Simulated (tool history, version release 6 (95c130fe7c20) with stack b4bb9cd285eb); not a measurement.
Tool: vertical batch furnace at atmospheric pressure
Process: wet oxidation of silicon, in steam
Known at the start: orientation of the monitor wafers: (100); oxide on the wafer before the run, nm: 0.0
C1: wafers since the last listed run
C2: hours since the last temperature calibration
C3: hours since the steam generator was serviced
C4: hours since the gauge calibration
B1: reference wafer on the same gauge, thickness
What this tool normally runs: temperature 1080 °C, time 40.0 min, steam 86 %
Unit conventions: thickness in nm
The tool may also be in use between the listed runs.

Run 1, hour 0.0: usual settings; C1 0; C2 450.2; C3 2215.8; C4 1186.2; B1 382.70. Result: thickness 465.58 nm.
Run 2, hour 68.6: usual settings; C1 1129; C2 518.8; C3 2284.4; C4 1254.8; B1 383.77. Result: thickness 465.94 nm.
At hour 228.4: gauge calibrated.
Run 3, hour 269.1: usual settings; C1 3302; C2 719.3; C3 2484.9; C4 40.7; B1 382.63. Result: thickness 467.99 nm.
Run 4, hour 326.6: usual settings but time 26.0 min; C1 947; C2 776.8; C3 2542.4; C4 98.2; B1 382.29. Result: thickness 360.29 nm.
Run 5, hour 374.5: usual settings but time 26.0 min; C1 788; C2 824.7; C3 2590.3; C4 146.1; B1 383.05. Result: thickness 355.79 nm.
Run 6, hour 402.2: usual settings but time 26.0 min; C1 456; C2 852.4; C3 2618.0; C4 173.8; B1 382.96. Result: thickness 359.52 nm.
Run 7, hour 509.5: usual settings; C1 1767; C2 959.7; C3 2725.3; C4 281.1; B1 383.13. Result: thickness 467.61 nm.
Run 8, hour 548.3: usual settings; C1 639; C2 998.5; C3 2764.1; C4 319.9; B1 383.22. Result: thickness 466.53 nm.
Run 9, hour 586.4: usual settings; C1 627; C2 1036.6; C3 2802.2; C4 358.0; B1 383.05. Result: thickness 466.94 nm.
Run 10, hour 633.9: usual settings; C1 782; C2 1084.1; C3 2849.7; C4 405.5; B1 383.27. Result: thickness 465.02 nm.
Run 11, hour 686.3: usual settings but temperature 1069 °C; C1 863; C2 1136.5; C3 2902.1; C4 457.9; B1 383.74. Result: thickness 445.63 nm.
Run 12, hour 757.9: usual settings but temperature 1069 °C; C1 1179; C2 1208.1; C3 2973.7; C4 529.5; B1 382.95. Result: thickness 443.36 nm.
Run 13, hour 827.1: usual settings but temperature 1069 °C; C1 1139; C2 1277.3; C3 3042.9; C4 598.7; B1 382.91. Result: thickness 443.99 nm.
Run 14, hour 869.9: usual settings but time 45.5 min; C1 704; C2 1320.1; C3 3085.7; C4 641.5; B1 383.19. Result: thickness 507.59 nm.
Run 15, hour 900.7: usual settings but time 45.5 min; C1 507; C2 1350.9; C3 3116.5; C4 672.3; B1 383.11. Result: thickness 507.40 nm.
Run 16, hour 930.9: usual settings but time 45.5 min; C1 497; C2 1381.1; C3 3146.7; C4 702.5; B1 382.76. Result: thickness 507.57 nm.
Run 17, hour 1090.9: usual settings but temperature 1071 °C; C1 2635; C2 1541.1; C3 3306.7; C4 862.5; B1 382.09. Result: thickness 450.96 nm.
Run 18, hour 1144.3: usual settings but steam 95 %; C1 879; C2 1594.5; C3 3360.1; C4 915.9; B1 383.14. Result: thickness 499.17 nm.
Run 19, hour 1177.3: usual settings but steam 95 %; C1 543; C2 1627.5; C3 3393.1; C4 948.9; B1 382.93. Result: thickness 499.06 nm.
Run 20, hour 1212.4: usual settings but temperature 1104 °C, time 52.0 min, steam 82 %; C1 578; C2 1662.6; C3 3428.2; C4 984.0; B1 383.09. Result: thickness 585.23 nm.
At hour 1248.3: steam generator serviced.
Run 21, hour 1280.4: usual settings; C1 724; C2 1730.6; C3 32.1; C4 1052.0; B1 383.74. Result: thickness 468.92 nm.
Run 22, hour 1345.1: usual settings but temperature 1066 °C, time 45.0 min, steam 94 %; C1 1065; C2 1795.3; C3 96.8; C4 1116.7; B1 383.51. Result: thickness 495.07 nm.
Run 23, hour 1396.8: usual settings but temperature 1087 °C, time 34.5 min, steam 97 %; C1 851; C2 1847.0; C3 148.5; C4 1168.4; B1 382.46. Result: thickness 479.53 nm.
Run 24, hour 1433.3: usual settings but temperature 1069 °C; C1 601; C2 1883.5; C3 185.0; C4 1204.9; B1 382.60. Result: thickness 441.72 nm.
Run 25, hour 1471.1: usual settings; C1 622; C2 1921.3; C3 222.8; C4 1242.7; B1 383.02. Result: thickness 471.69 nm.
Run 26, hour 1498.1: usual settings but temperature 1058 °C; C1 444; C2 1948.3; C3 249.8; C4 1269.7; B1 383.23. Result: thickness 423.40 nm.
At hour 1552.6: gauge calibrated.
Run 27, hour 1553.4: usual settings but steam 79 %; C1 910; C2 2003.6; C3 305.1; C4 0.8; B1 383.21. Result: thickness 447.76 nm.
Run 28, hour 1622.8: usual settings but time 48.0 min; C1 1143; C2 2073.0; C3 374.5; C4 70.2; B1 383.41. Result: thickness 522.72 nm.
At hour 1693.4: thermocouples replaced and temperature profile calibrated.
Run 29, hour 1693.9: usual settings but time 23.0 min, steam 83 %; C1 775; C2 0.5; C3 445.6; C4 141.3; B1 383.80. Result: thickness 324.12 nm.
Run 30, hour 1709.2: usual settings but temperature 1088 °C, time 27.0 min, steam 76 %; C1 251; C2 15.8; C3 460.9; C4 156.6; B1 382.98. Result: thickness 354.82 nm.
Run 31, hour 1759.5: usual settings but temperature 1102 °C, time 47.5 min; C1 828; C2 66.1; C3 511.2; C4 206.9; B1 382.65. Result: thickness 558.05 nm.
Run 32, hour 1800.0: usual settings but time 57.5 min, steam 81 %; C1 667; C2 106.6; C3 551.7; C4 247.4; B1 383.31. Result: thickness 549.45 nm.
Run 33, hour 1992.2: usual settings but time 32.5 min; C1 3165; C2 298.8; C3 743.9; C4 439.6; B1 382.39. Result: thickness 409.62 nm.
Run 34, hour 2024.1: usual settings but temperature 1087 °C, steam 93 %; C1 525; C2 330.7; C3 775.8; C4 471.5; B1 383.10. Result: thickness 499.43 nm.
Run 35, hour 2058.5: usual settings but temperature 1087 °C, time 34.5 min, steam 97 %; C1 566; C2 365.1; C3 810.2; C4 505.9; B1 383.71. Result: thickness 472.21 nm.
Run 36, hour 2111.6: usual settings but temperature 1066 °C, time 60.0 min, steam 92 %; C1 874; C2 418.2; C3 863.3; C4 559.0; B1 382.83. Result: thickness 575.91 nm.
Run 37, hour 2145.6: usual settings but temperature 1101 °C, time 34.0 min; C1 559; C2 452.2; C3 897.3; C4 593.0; B1 382.70. Result: thickness 462.95 nm.
Run 38, hour 2183.3: usual settings but temperature 1093 °C, time 30.5 min; C1 620; C2 489.9; C3 935.0; C4 630.7; B1 383.07. Result: thickness 418.75 nm.

4 ways to go on from here, each from the tool as it stands after run 38. What would each give?
Run A, hour 2187.4: usual settings; C1 67; C2 494.0; C3 939.1; C4 634.8; B1 ?. Result: thickness ?.
Run B, hour 2187.4: usual settings but temperature 1071 °C, time 27.0 min; C1 67; C2 494.0; C3 939.1; C4 634.8; B1 ?. Result: thickness ?.
Run C, hour 2187.4: usual settings but time 48.0 min, steam 80 %; C1 67; C2 494.0; C3 939.1; C4 634.8; B1 ?. Result: thickness ?.
Run D, hour 2187.4: usual settings but temperature 1072 °C, time 59.5 min, steam 96 %; C1 67; C2 494.0; C3 939.1; C4 634.8; B1 ?. Result: thickness ?.

run      B1  thickness
  A  383.28     467.44
  B  383.28     351.39
  C  383.28     498.78
  D  383.28     606.25
Had the tool no hidden state, the same runs would have come out as:
run  thickness
  A     464.61
  B     348.85
  C     495.84
  D     602.76
